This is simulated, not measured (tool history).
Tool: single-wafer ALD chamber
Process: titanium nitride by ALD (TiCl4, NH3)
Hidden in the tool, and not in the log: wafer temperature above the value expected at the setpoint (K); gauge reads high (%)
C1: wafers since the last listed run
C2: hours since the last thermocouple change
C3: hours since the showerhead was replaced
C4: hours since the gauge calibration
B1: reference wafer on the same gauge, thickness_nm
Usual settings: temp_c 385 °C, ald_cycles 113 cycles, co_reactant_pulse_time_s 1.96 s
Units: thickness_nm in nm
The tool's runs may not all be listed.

{"run": 1, "hour": 0.0, "temp_c": 385, "ald_cycles": 113, "co_reactant_pulse_time_s": 1.96, "C1": 0, "C2": 2248.0, "C3": 7365.8, "C4": 86.8, "B1": 2.239, "thickness_nm": 2.218}
{"run": 2, "hour": 17.0, "temp_c": 385, "ald_cycles": 113, "co_reactant_pulse_time_s": 1.96, "C1": 44, "C2": 2265.0, "C3": 7382.8, "C4": 103.8, "B1": 2.24, "thickness_nm": 2.225}
{"run": 3, "hour": 25.6, "temp_c": 375, "ald_cycles": 113, "co_reactant_pulse_time_s": 1.96, "C1": 22, "C2": 2273.6, "C3": 7391.4, "C4": 112.4, "B1": 2.24, "thickness_nm": 2.205}
{"run": 4, "hour": 40.1, "temp_c": 375, "ald_cycles": 113, "co_reactant_pulse_time_s": 1.96, "C1": 37, "C2": 2288.1, "C3": 7405.9, "C4": 126.9, "B1": 2.239, "thickness_nm": 2.202}
{"run": 5, "hour": 78.8, "temp_c": 385, "ald_cycles": 113, "co_reactant_pulse_time_s": 1.96, "C1": 101, "C2": 2326.8, "C3": 7444.6, "C4": 165.6, "B1": 2.238, "thickness_nm": 2.226}
{"run": 6, "hour": 90.8, "temp_c": 385, "ald_cycles": 113, "co_reactant_pulse_time_s": 1.96, "C1": 31, "C2": 2338.8, "C3": 7456.6, "C4": 177.6, "B1": 2.24, "thickness_nm": 2.224}
{"run": 7, "hour": 104.7, "temp_c": 385, "ald_cycles": 113, "co_reactant_pulse_time_s": 1.5, "C1": 36, "C2": 2352.7, "C3": 7470.5, "C4": 191.5, "B1": 2.24, "thickness_nm": 2.186}
{"hour": 115.2, "done": "showerhead replaced"}
{"run": 8, "hour": 115.7, "temp_c": 385, "ald_cycles": 113, "co_reactant_pulse_time_s": 1.5, "C1": 7, "C2": 2363.7, "C3": 0.5, "C4": 202.5, "B1": 2.241, "thickness_nm": 2.187}
{"run": 9, "hour": 121.7, "temp_c": 385, "ald_cycles": 113, "co_reactant_pulse_time_s": 1.5, "C1": 15, "C2": 2369.7, "C3": 6.5, "C4": 208.5, "B1": 2.241, "thickness_nm": 2.184}
{"run": 10, "hour": 137.6, "temp_c": 385, "ald_cycles": 113, "co_reactant_pulse_time_s": 2.3, "C1": 41, "C2": 2385.6, "C3": 22.4, "C4": 224.4, "B1": 2.24, "thickness_nm": 2.239}
{"run": 11, "hour": 146.3, "temp_c": 385, "ald_cycles": 113, "co_reactant_pulse_time_s": 1.96, "C1": 22, "C2": 2394.3, "C3": 31.1, "C4": 233.1, "B1": 2.239, "thickness_nm": 2.224}
{"run": 12, "hour": 159.9, "temp_c": 385, "ald_cycles": 113, "co_reactant_pulse_time_s": 1.96, "C1": 35, "C2": 2407.9, "C3": 44.7, "C4": 246.7, "B1": 2.24, "thickness_nm": 2.227}
{"run": 13, "hour": 176.1, "temp_c": 394, "ald_cycles": 113, "co_reactant_pulse_time_s": 1.96, "C1": 42, "C2": 2424.1, "C3": 60.9, "C4": 262.9, "B1": 2.241, "thickness_nm": 2.253}
{"run": 14, "hour": 182.4, "temp_c": 378, "ald_cycles": 113, "co_reactant_pulse_time_s": 1.96, "C1": 16, "C2": 2430.4, "C3": 67.2, "C4": 269.2, "B1": 2.241, "thickness_nm": 2.208}
{"run": 15, "hour": 196.2, "temp_c": 385, "ald_cycles": 113, "co_reactant_pulse_time_s": 1.28, "C1": 36, "C2": 2444.2, "C3": 81.0, "C4": 283.0, "B1": 2.24, "thickness_nm": 2.167}
{"hour": 201.1, "done": "gauge calibrated"}
{"run": 16, "hour": 204.3, "temp_c": 380, "ald_cycles": 105, "co_reactant_pulse_time_s": 2.29, "C1": 21, "C2": 2452.3, "C3": 89.1, "C4": 3.2, "B1": 2.24, "thickness_nm": 2.085}
{"run": 17, "hour": 211.8, "temp_c": 385, "ald_cycles": 113, "co_reactant_pulse_time_s": 1.96, "C1": 19, "C2": 2459.8, "C3": 96.6, "C4": 10.7, "B1": 2.239, "thickness_nm": 2.23}
{"hour": 234.2, "done": "thermocouple changed; heater temperature recalibrated"}
{"run": 18, "hour": 234.7, "temp_c": 385, "ald_cycles": 133, "co_reactant_pulse_time_s": 1.96, "C1": 38, "C2": 0.5, "C3": 119.5, "C4": 33.6, "B1": 2.241, "thickness_nm": 2.622}
{"run": 19, "hour": 241.2, "temp_c": 372, "ald_cycles": 125, "co_reactant_pulse_time_s": 1.54, "C1": 16, "C2": 7.0, "C3": 126.0, "C4": 40.1, "B1": 2.239, "thickness_nm": 2.374}
{"run": 20, "hour": 247.9, "temp_c": 385, "ald_cycles": 113, "co_reactant_pulse_time_s": 1.96, "C1": 17, "C2": 13.7, "C3": 132.7, "C4": 46.8, "B1": 2.24, "thickness_nm": 2.229}
{"run": 21, "hour": 264.9, "temp_c": 376, "ald_cycles": 127, "co_reactant_pulse_time_s": 2.33, "C1": 44, "C2": 30.7, "C3": 149.7, "C4": 63.8, "B1": 2.241, "thickness_nm": 2.513}
{"run": 22, "hour": 278.0, "temp_c": 379, "ald_cycles": 128, "co_reactant_pulse_time_s": 1.39, "C1": 34, "C2": 43.8, "C3": 162.8, "C4": 76.9, "B1": 2.238, "thickness_nm": 2.436}
{"run": 23, "hour": 287.8, "temp_c": 375, "ald_cycles": 133, "co_reactant_pulse_time_s": 1.96, "C1": 25, "C2": 53.6, "C3": 172.6, "C4": 86.7, "B1": 2.24, "thickness_nm": 2.59}
{"run": 24, "hour": 294.3, "temp_c": 374, "ald_cycles": 122, "co_reactant_pulse_time_s": 1.7, "C1": 16, "C2": 60.1, "C3": 179.1, "C4": 93.2, "B1": 2.24, "thickness_nm": 2.347}

3 ways to go on from here, each from the tool as it stands after run 24. What would each give?
{"run": "A", "hour": 294.9, "temp_c": 385, "ald_cycles": 113, "co_reactant_pulse_time_s": 1.96, "C1": 1, "C2": 60.7, "C3": 179.7, "C4": 93.8, "B1": "?", "thickness_nm": "?"}
{"run": "B", "hour": 294.9, "temp_c": 377, "ald_cycles": 113, "co_reactant_pulse_time_s": 2.65, "C1": 1, "C2": 60.7, "C3": 179.7, "C4": 93.8, "B1": "?", "thickness_nm": "?"}
{"run": "C", "hour": 294.9, "temp_c": 385, "ald_cycles": 113, "co_reactant_pulse_time_s": 2.68, "C1": 1, "C2": 60.7, "C3": 179.7, "C4": 93.8, "B1": "?", "thickness_nm": "?"}

run=A B1=2.241 thickness_nm=2.226
run=B B1=2.241 thickness_nm=2.249
run=C B1=2.241 thickness_nm=2.263
Without the tool's hidden state the same runs would have given:
run=A thickness_nm=2.226
run=B thickness_nm=2.249
run=C thickness_nm=2.263
